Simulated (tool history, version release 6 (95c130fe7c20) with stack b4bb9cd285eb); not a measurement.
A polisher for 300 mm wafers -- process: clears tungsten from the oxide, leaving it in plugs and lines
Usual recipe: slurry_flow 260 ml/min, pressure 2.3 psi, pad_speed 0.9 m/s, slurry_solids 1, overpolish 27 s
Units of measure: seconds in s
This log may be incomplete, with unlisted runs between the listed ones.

run	hour	slurry_flow	pressure	pad_speed	slurry_solids	overpolish	incoming thickness of the incoming film, nm	seconds
1	0	230	2.3	0.9	1	27	226.6	84.2
2	13.7	260	2.9	0.9	1	27	228.5	67.3
3	20.8	230	2.3	0.9	1	41	232.9	86.5
4	34.2	260	1.8	0.9	1	27	233.2	110.4
5	43.5	295	1.8	0.9	0.8	27	232.6	113.7
6	55.5	260	2.3	0.9	1	37	232.2	85.1
7	63.3	210	1.8	1.02	1	27	228.9	100.2
8	77.1	260	2.3	0.9	1	27	225.2	82.9
9	88.7	260	2.3	0.9	1	27	230.7	78.2
10	102.9	260	1.6	0.9	1	40	228.9	110.3
11	112.3	260	2.7	1	1.1	36	229	59.6
12	124	260	2.3	0.9	1	27	234.1	81.7
13	139.4	260	2.3	0.9	1	33	229.5	82.7
14	169.9	260	2.3	0.9	0.75	27	229.9	90.3
15	187	260	2.3	0.9	1	27	225.2	84.9
16	193.9	260	2.3	0.9	1	27	227	83.6
17	205	260	2.3	0.9	1	13	232.9	85.3
18	217.7	260	2.3	0.9	1	15	228.7	86.2
19	231.9	260	2.3	0.9	1	27	226.8	83.8
20	244	180	2.3	0.9	1	27	231	89.7
21	261.8	225	2.3	0.9	1	31	231.4	88
22	269.8	260	2.7	0.82	1.3	27	226.1	67.9
23	279.2	260	2.8	0.9	1.2	41	231.7	62.6
24	293.7	260	2.3	0.9	1	27	232.8	82.5
25	303.8	215	2.9	0.9	0.85	32	226.7	67.6
26	316.8	285	2.5	0.9	0.8	39	231.9	78.9

Taken out of this log: 6 entries between the listed runs. Where each belongs, and how the hidden state differs across it:
Between runs 7 and 8: worn pad replaced by a new one (hour 70.9)
  peroxide lost from the slurry, %: 23.4 -> 23.7
  measured value less the no-hidden-state value, seconds: +10 -> +8.3 s
Between runs 8 and 9: slurry tank refilled with fresh slurry and peroxide (hour 87.4)
  peroxide lost from the slurry, %: 23.7 -> 1.65
  measured value less the no-hidden-state value, seconds: +8.3 -> +0.4 s
Between runs 13 and 14: slurry blender recalibrated (hour 169.5)
  peroxide lost from the slurry, %: 15.1 -> 19.1
  measured value less the no-hidden-state value, seconds: +5 -> +7.2 s
Between runs 14 and 15: worn pad replaced by a new one (hour 179.3)
  peroxide lost from the slurry, %: 19.1 -> 20.6
  measured value less the no-hidden-state value, seconds: +7.2 -> +7.3 s
Between runs 21 and 22: slurry tank refilled with fresh slurry and peroxide (hour 263.7)
  peroxide lost from the slurry, %: 23.7 -> 4.6
  measured value less the no-hidden-state value, seconds: +8.9 -> +1.2 s
Between runs 23 and 24: worn pad replaced by a new one (hour 286.7)
  peroxide lost from the slurry, %: 7.77 -> 11.8
  measured value less the no-hidden-state value, seconds: +1.9 -> +3.9 s
